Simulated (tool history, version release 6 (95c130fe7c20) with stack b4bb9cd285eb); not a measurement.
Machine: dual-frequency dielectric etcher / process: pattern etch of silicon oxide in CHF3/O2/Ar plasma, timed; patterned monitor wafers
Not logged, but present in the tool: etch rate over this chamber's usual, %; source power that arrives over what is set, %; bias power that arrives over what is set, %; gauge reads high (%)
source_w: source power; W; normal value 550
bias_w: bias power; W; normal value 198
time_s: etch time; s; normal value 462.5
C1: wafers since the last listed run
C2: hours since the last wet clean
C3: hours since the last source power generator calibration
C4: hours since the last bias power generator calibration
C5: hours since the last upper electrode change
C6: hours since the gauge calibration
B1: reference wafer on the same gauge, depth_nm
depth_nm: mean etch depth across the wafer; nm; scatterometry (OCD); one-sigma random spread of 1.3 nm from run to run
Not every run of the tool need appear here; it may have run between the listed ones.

Run 1, hour 0.0: usual settings; C1 0; C2 331.4; C3 1629.5; C4 4695.9; C5 2388.8; C6 37.3; B1 900.2. Result: depth_nm 881.0 nm.
Run 2, hour 14.0: usual settings; C1 50; C2 345.4; C3 1643.5; C4 4709.9; C5 2402.8; C6 51.3; B1 900.0. Result: depth_nm 885.3 nm.
Run 3, hour 25.4: usual settings; C1 40; C2 356.8; C3 1654.9; C4 4721.3; C5 2414.2; C6 62.7; B1 900.1. Result: depth_nm 886.2 nm.
At hour 56.1: upper electrode replaced.
Run 4, hour 56.6: usual settings; C1 25; C2 388.0; C3 1686.1; C4 4752.5; C5 0.5; C6 93.9; B1 899.7. Result: depth_nm 887.6 nm.
Run 5, hour 57.0: usual settings; C1 1; C2 388.4; C3 1686.5; C4 4752.9; C5 0.9; C6 94.3; B1 900.1. Result: depth_nm 889.2 nm.
Run 6, hour 69.8: usual settings but source_w 590 W; C1 45; C2 401.2; C3 1699.3; C4 4765.7; C5 13.7; C6 107.1; B1 900.1. Result: depth_nm 910.6 nm.
Run 7, hour 78.8: usual settings but source_w 590 W; C1 32; C2 410.2; C3 1708.3; C4 4774.7; C5 22.7; C6 116.1; B1 899.9. Result: depth_nm 912.1 nm.
Run 8, hour 89.6: usual settings but source_w 590 W; C1 38; C2 421.0; C3 1719.1; C4 4785.5; C5 33.5; C6 126.9; B1 899.9. Result: depth_nm 913.8 nm.
At hour 105.9: bias power generator calibrated.
At hour 124.8: wet clean of the chamber.
Run 9, hour 125.3: usual settings but source_w 600 W, bias_w 152 W, time_s 499.5 s; C1 45; C2 0.5; C3 1754.8; C4 19.4; C5 69.2; C6 162.6; B1 899.9. Result: depth_nm 854.8 nm.
Run 10, hour 125.7: usual settings but bias_w 180 W, time_s 593.0 s; C1 0; C2 0.9; C3 1755.2; C4 19.8; C5 69.6; C6 163.0; B1 899.9. Result: depth_nm 1060.0 nm.
Run 11, hour 126.2: usual settings; C1 0; C2 1.4; C3 1755.7; C4 20.3; C5 70.1; C6 163.5; B1 899.7. Result: depth_nm 863.7 nm.
At hour 127.4: gauge calibrated.
At hour 129.5: source power generator calibrated.
Run 12, hour 130.0: usual settings but source_w 670 W, bias_w 243 W, time_s 564.0 s; C1 1; C2 5.2; C3 0.5; C4 24.1; C5 73.9; C6 2.6; B1 900.1. Result: depth_nm 1233.9 nm.
Run 13, hour 140.9: usual settings but source_w 490 W, bias_w 211 W, time_s 599.0 s; C1 39; C2 16.1; C3 11.4; C4 35.0; C5 84.8; C6 13.5; B1 899.9. Result: depth_nm 1108.5 nm.

Estimate the outcome of run 14 from the log above:
Run 14, hour 149.4: usual settings but source_w 670 W, time_s 365.5 s; C1 30; C2 24.6; C3 19.9; C4 43.5; C5 93.3; C6 22.0; B1 ?. Result: depth_nm ?.

{"run 14": {"B1": 900.0, "depth_nm": 733.0}}
Without the tool's hidden state the same run would have given depth_nm 721.7 nm.
